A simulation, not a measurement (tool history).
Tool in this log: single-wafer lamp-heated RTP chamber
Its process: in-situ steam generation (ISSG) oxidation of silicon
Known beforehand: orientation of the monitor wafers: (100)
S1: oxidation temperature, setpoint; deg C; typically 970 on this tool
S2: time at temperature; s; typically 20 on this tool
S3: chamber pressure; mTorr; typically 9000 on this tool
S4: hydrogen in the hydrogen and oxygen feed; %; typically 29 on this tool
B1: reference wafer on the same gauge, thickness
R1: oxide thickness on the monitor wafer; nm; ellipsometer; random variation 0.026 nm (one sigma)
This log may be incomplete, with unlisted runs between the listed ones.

| run | hour | S1 | S2 | S3 | S4 | B1 | R1 |
|---|---|---|---|---|---|---|---|
| 1 | 0.0 | 970 | 20 | 9000 | 29 | 5.127 | 5.162 |
| 2 | 61.0 | 970 | 20 | 9000 | 29 | 5.124 | 5.178 |
| 3 | 294.6 | 970 | 20 | 9000 | 29 | 5.127 | 5.321 |
|  | 306.4 | pyrometer window cleaned and pyrometer calibrated |
| 4 | 588.9 | 970 | 20 | 9000 | 29 | 5.139 | 5.257 |
| 5 | 650.5 | 970 | 20 | 9000 | 29 | 5.131 | 5.307 |
| 6 | 686.8 | 970 | 20 | 9000 | 32 | 5.129 | 5.422 |
|  | 750.6 | pyrometer window cleaned and pyrometer calibrated |
| 7 | 752.1 | 970 | 20 | 9000 | 32 | 5.127 | 5.356 |
|  | 825.9 | pressure gauge zeroed |
| 8 | 828.2 | 970 | 20 | 9000 | 29 | 5.125 | 5.182 |
| 9 | 917.6 | 970 | 20 | 9000 | 29 | 5.128 | 5.272 |
| 10 | 967.2 | 970 | 20 | 9000 | 29 | 5.136 | 5.320 |
| 11 | 1033.7 | 970 | 20 | 9000 | 29 | 5.126 | 5.288 |
| 12 | 1071.3 | 970 | 20 | 8100 | 29 | 5.129 | 5.350 |
| 13 | 1116.6 | 970 | 20 | 8100 | 29 | 5.127 | 5.434 |
| 14 | 1181.9 | 955 | 28 | 9700 | 32 | 5.126 | 5.908 |
|  | 1195.8 | pyrometer window cleaned and pyrometer calibrated |
| 15 | 1275.9 | 956 | 22 | 9000 | 29 | 5.135 | 5.154 |
| 16 | 1338.1 | 970 | 14 | 8600 | 25 | 5.127 | 4.362 |
| 17 | 1388.6 | 970 | 15 | 10000 | 29 | 5.121 | 4.535 |
|  | 1392.5 | gauge calibrated |
| 18 | 1457.3 | 970 | 20 | 8500 | 29 | 5.129 | 5.283 |
|  | 1505.0 | hydrogen flow controller replaced |
| 19 | 1539.2 | 970 | 20 | 9000 | 29 | 5.136 | 5.307 |
|  | 1568.9 | pyrometer window cleaned and pyrometer calibrated |
| 20 | 1595.8 | 955 | 20 | 9000 | 32 | 5.124 | 5.048 |
| 21 | 1659.6 | 961 | 23 | 9000 | 29 | 5.130 | 5.313 |
| 22 | 1758.2 | 958 | 20 | 9000 | 29 | 5.127 | 5.067 |
| 23 | 1842.0 | 970 | 15 | 9000 | 32 | 5.124 | 4.799 |
| 24 | 1928.4 | 970 | 20 | 8100 | 29 | 5.124 | 5.366 |
|  | 1946.1 | pyrometer window cleaned and pyrometer calibrated |
| 25 | 1984.4 | 981 | 20 | 10200 | 26 | 5.120 | 5.166 |
| 26 | 2068.2 | 970 | 20 | 9000 | 29 | 5.134 | 5.253 |

Here are 3 independent what-if runs from the current tool condition. What would each one return?
| A | 2068.6 | 970 | 17 | 9000 | 29 | ? | ? |
| B | 2068.6 | 964 | 20 | 10200 | 21 | ? | ? |
| C | 2068.6 | 970 | 13 | 7900 | 29 | ? | ? |

| run | B1 | R1 |
|---|---|---|
| A | 5.133 | 4.871 |
| B | 5.133 | 4.647 |
| C | 5.133 | 4.435 |
Take away the tool's hidden state, keep each run's random variation, and the runs would have read:
| run | R1 |
|---|---|
| A | 4.809 |
| B | 4.587 |
| C | 4.384 |

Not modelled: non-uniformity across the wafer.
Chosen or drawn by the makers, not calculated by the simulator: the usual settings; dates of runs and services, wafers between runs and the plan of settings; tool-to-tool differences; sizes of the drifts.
